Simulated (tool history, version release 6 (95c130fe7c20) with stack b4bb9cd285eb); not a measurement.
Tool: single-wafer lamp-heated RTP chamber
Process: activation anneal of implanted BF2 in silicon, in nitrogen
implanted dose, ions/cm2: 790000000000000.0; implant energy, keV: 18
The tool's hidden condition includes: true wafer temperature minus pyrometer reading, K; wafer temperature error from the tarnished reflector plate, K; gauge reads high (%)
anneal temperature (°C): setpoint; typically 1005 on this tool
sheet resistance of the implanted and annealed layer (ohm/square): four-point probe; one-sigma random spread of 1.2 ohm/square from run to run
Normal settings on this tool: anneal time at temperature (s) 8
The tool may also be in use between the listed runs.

run,hour,anneal temperature (°C),anneal time at temperature (s),wafers since the last listed run,wafers since the last pyrometer calibration,wafers since the reflector plate was cleaned,hours since the gauge calibration,"read-back reference wafer on the same gauge, sheet resistance",sheet resistance of the implanted and annealed layer (ohm/square)
1,0.0,1005,8,0,358,1884,998.6,223.94,230.71
2,66.9,1005,8,1309,1668,3193,1065.5,224.00,229.47
3,91.5,1005,8,481,2149,3675,1090.1,224.11,231.79
4,128.3,1005,8,720,2869,4395,1126.9,224.21,229.48
5,164.8,1005,5,714,3584,5109,1163.4,223.98,241.34
6,231.2,1005,8,1299,4883,6409,1229.8,223.92,229.67
7,291.5,1005,8,1180,6063,7589,1290.1,224.17,228.25
8,326.7,985,8,688,6752,8278,1325.3,223.98,252.04
9,359.3,985,8,638,7390,8916,1357.9,224.13,253.67
10,404.3,985,8,880,8271,9797,1402.9,223.81,252.89
# hour 457.6: pyrometer window cleaned and pyrometer calibrated
# hour 460.4: gauge calibrated
11,473.0,1005,8,1187,301,10985,12.6,223.89,227.29
12,502.8,1005,8,583,884,11568,42.4,223.85,228.66
13,554.9,1005,8,1019,1904,12588,94.5,223.95,228.08
14,607.3,991,12,1025,2929,13613,146.9,223.93,230.03
15,650.8,1033,8,851,3781,14465,190.4,224.22,198.39
16,695.6,986,8,876,4658,15341,235.2,224.12,248.60
# hour 721.0: reflector plate cleaned
17,748.8,975,6,884,5542,544,288.4,223.90,281.61
18,810.7,1005,8,1211,6754,1756,350.3,223.97,230.52
19,873.6,1005,8,1231,7985,2987,413.2,223.77,232.41
20,901.5,975,12,546,8531,3533,441.1,224.17,265.07
# hour 946.1: pyrometer window cleaned and pyrometer calibrated
21,956.3,991,10,915,200,4449,495.9,223.90,241.22
22,1138.7,1027,8,3569,3769,8019,678.3,223.90,207.08
23,1167.9,1023,5,571,4341,8590,707.5,223.95,220.34
24,1225.4,1034,8,1125,5466,9716,765.0,223.95,200.15
25,1255.5,1005,4,589,6055,10305,795.1,224.14,242.40
26,1286.6,1005,8,608,6664,10913,826.2,224.11,228.14

Run 27 comes next. What will it give?
27,1321.3,980,8,679,7343,11592,860.9,?,?

read-back reference wafer on the same gauge, sheet resistance: 224.00
sheet resistance of the implanted and annealed layer (ohm/square): 257.98
The same run, on a tool lacking any hidden state, would have yielded sheet resistance of the implanted and annealed layer (ohm/square) 269.20.
